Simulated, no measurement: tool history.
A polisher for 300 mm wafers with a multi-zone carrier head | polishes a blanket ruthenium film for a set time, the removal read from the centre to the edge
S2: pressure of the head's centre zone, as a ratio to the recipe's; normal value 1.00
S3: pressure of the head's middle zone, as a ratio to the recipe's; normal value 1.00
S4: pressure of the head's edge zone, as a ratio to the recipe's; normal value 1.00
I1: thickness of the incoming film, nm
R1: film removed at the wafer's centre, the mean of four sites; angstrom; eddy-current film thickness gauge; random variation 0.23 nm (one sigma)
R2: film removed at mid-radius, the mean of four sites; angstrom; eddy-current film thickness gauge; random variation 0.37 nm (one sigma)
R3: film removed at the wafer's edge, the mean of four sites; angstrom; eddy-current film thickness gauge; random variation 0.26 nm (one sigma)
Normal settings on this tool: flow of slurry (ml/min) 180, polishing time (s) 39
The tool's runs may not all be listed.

{"run": 1, "hour": 0.0, "flow of slurry (ml/min)": 180, "S2": 1.03, "S3": 1.0, "S4": 1.0, "polishing time (s)": 32, "I1": 252.6, "R1": 223, "R2": 209, "R3": 217}
{"run": 2, "hour": 22.3, "flow of slurry (ml/min)": 180, "S2": 0.96, "S3": 1.0, "S4": 1.11, "polishing time (s)": 39, "I1": 251.6, "R1": 254, "R2": 268, "R3": 280}
{"run": 3, "hour": 35.7, "flow of slurry (ml/min)": 180, "S2": 1.0, "S3": 1.04, "S4": 1.0, "polishing time (s)": 39, "I1": 250.9, "R1": 263, "R2": 270, "R3": 269}
{"run": 4, "hour": 49.5, "flow of slurry (ml/min)": 180, "S2": 1.0, "S3": 1.0, "S4": 0.92, "polishing time (s)": 39, "I1": 247.4, "R1": 264, "R2": 269, "R3": 261}
{"run": 5, "hour": 64.8, "flow of slurry (ml/min)": 180, "S2": 1.0, "S3": 1.0, "S4": 1.0, "polishing time (s)": 39, "I1": 250.3, "R1": 263, "R2": 264, "R3": 266}
{"run": 6, "hour": 94.3, "flow of slurry (ml/min)": 225, "S2": 1.11, "S3": 1.08, "S4": 1.0, "polishing time (s)": 31, "I1": 255.4, "R1": 239, "R2": 228, "R3": 216}
{"hour": 98.5, "done": "centre zone pressure recalibrated"}
{"run": 7, "hour": 116.2, "flow of slurry (ml/min)": 180, "S2": 1.0, "S3": 0.91, "S4": 1.0, "polishing time (s)": 39, "I1": 250.6, "R1": 260, "R2": 243, "R3": 270}
{"run": 8, "hour": 151.9, "flow of slurry (ml/min)": 180, "S2": 0.92, "S3": 1.1, "S4": 1.0, "polishing time (s)": 39, "I1": 253.6, "R1": 243, "R2": 281, "R3": 269}
{"hour": 162.4, "done": "worn pad replaced by a new one"}
{"run": 9, "hour": 181.4, "flow of slurry (ml/min)": 235, "S2": 1.08, "S3": 1.06, "S4": 1.07, "polishing time (s)": 39, "I1": 250.0, "R1": 292, "R2": 290, "R3": 281}
{"run": 10, "hour": 216.2, "flow of slurry (ml/min)": 180, "S2": 1.0, "S3": 1.0, "S4": 1.0, "polishing time (s)": 39, "I1": 248.0, "R1": 262, "R2": 258, "R3": 272}
{"run": 11, "hour": 235.2, "flow of slurry (ml/min)": 180, "S2": 1.0, "S3": 0.94, "S4": 1.07, "polishing time (s)": 50, "I1": 249.7, "R1": 331, "R2": 323, "R3": 357}
{"run": 12, "hour": 270.7, "flow of slurry (ml/min)": 180, "S2": 1.0, "S3": 1.0, "S4": 1.0, "polishing time (s)": 35, "I1": 251.4, "R1": 231, "R2": 231, "R3": 239}
{"run": 13, "hour": 292.6, "flow of slurry (ml/min)": 180, "S2": 1.09, "S3": 0.95, "S4": 1.0, "polishing time (s)": 39, "I1": 253.6, "R1": 287, "R2": 251, "R3": 268}
{"run": 14, "hour": 317.8, "flow of slurry (ml/min)": 180, "S2": 1.0, "S3": 1.0, "S4": 1.1, "polishing time (s)": 39, "I1": 247.3, "R1": 261, "R2": 265, "R3": 284}
{"hour": 348.7, "done": "worn pad replaced by a new one"}
{"run": 15, "hour": 352.7, "flow of slurry (ml/min)": 180, "S2": 1.0, "S3": 1.0, "S4": 1.08, "polishing time (s)": 32, "I1": 253.2, "R1": 214, "R2": 212, "R3": 226}
{"run": 16, "hour": 370.0, "flow of slurry (ml/min)": 180, "S2": 1.0, "S3": 1.06, "S4": 1.0, "polishing time (s)": 39, "I1": 251.0, "R1": 266, "R2": 274, "R3": 263}
{"run": 17, "hour": 400.0, "flow of slurry (ml/min)": 180, "S2": 1.0, "S3": 1.0, "S4": 1.03, "polishing time (s)": 39, "I1": 253.1, "R1": 262, "R2": 267, "R3": 272}
{"run": 18, "hour": 418.1, "flow of slurry (ml/min)": 180, "S2": 1.0, "S3": 1.0, "S4": 1.0, "polishing time (s)": 39, "I1": 254.9, "R1": 265, "R2": 263, "R3": 264}
{"run": 19, "hour": 437.0, "flow of slurry (ml/min)": 180, "S2": 1.0, "S3": 1.0, "S4": 1.08, "polishing time (s)": 39, "I1": 247.2, "R1": 262, "R2": 260, "R3": 275}
{"run": 20, "hour": 456.9, "flow of slurry (ml/min)": 180, "S2": 1.0, "S3": 0.9, "S4": 1.0, "polishing time (s)": 31, "I1": 250.5, "R1": 208, "R2": 193, "R3": 211}
{"run": 21, "hour": 473.6, "flow of slurry (ml/min)": 180, "S2": 1.0, "S3": 0.9, "S4": 0.92, "polishing time (s)": 50, "I1": 249.0, "R1": 338, "R2": 309, "R3": 334}
{"run": 22, "hour": 492.4, "flow of slurry (ml/min)": 200, "S2": 1.0, "S3": 0.95, "S4": 0.9, "polishing time (s)": 39, "I1": 249.2, "R1": 265, "R2": 254, "R3": 260}

Each row is a separate what-if for the run after 22, all from the same tool condition, not one after another. Results?
{"run": "A", "hour": 492.8, "flow of slurry (ml/min)": 180, "S2": 1.0, "S3": 1.0, "S4": 1.0, "polishing time (s)": 39, "I1": 255.1, "R1": "?", "R2": "?", "R3": "?"}
{"run": "B", "hour": 492.8, "flow of slurry (ml/min)": 135, "S2": 1.0, "S3": 1.0, "S4": 1.0, "polishing time (s)": 31, "I1": 255.1, "R1": "?", "R2": "?", "R3": "?"}
{"run": "C", "hour": 492.8, "flow of slurry (ml/min)": 130, "S2": 1.05, "S3": 1.0, "S4": 1.1, "polishing time (s)": 35, "I1": 255.1, "R1": "?", "R2": "?", "R3": "?"}
{"run": "D", "hour": 492.8, "flow of slurry (ml/min)": 135, "S2": 1.0, "S3": 0.94, "S4": 1.12, "polishing time (s)": 39, "I1": 255.1, "R1": "?", "R2": "?", "R3": "?"}
{"run": "E", "hour": 492.8, "flow of slurry (ml/min)": 180, "S2": 1.0, "S3": 1.0, "S4": 1.0, "polishing time (s)": 47, "I1": 255.1, "R1": "?", "R2": "?", "R3": "?"}

run=A R1=261 R2=261 R3=267
run=B R1=198 R2=199 R3=206
run=C R1=233 R2=223 R3=241
run=D R1=249 R2=238 R3=272
run=E R1=314 R2=315 R3=322
The same runs, with their run-to-run variation unchanged, on a tool lacking any hidden condition would have given:
run=A R1=261 R2=261 R3=267
run=B R1=198 R2=199 R3=206
run=C R1=233 R2=223 R3=241
run=D R1=249 R2=238 R3=272
run=E R1=314 R2=315 R3=322
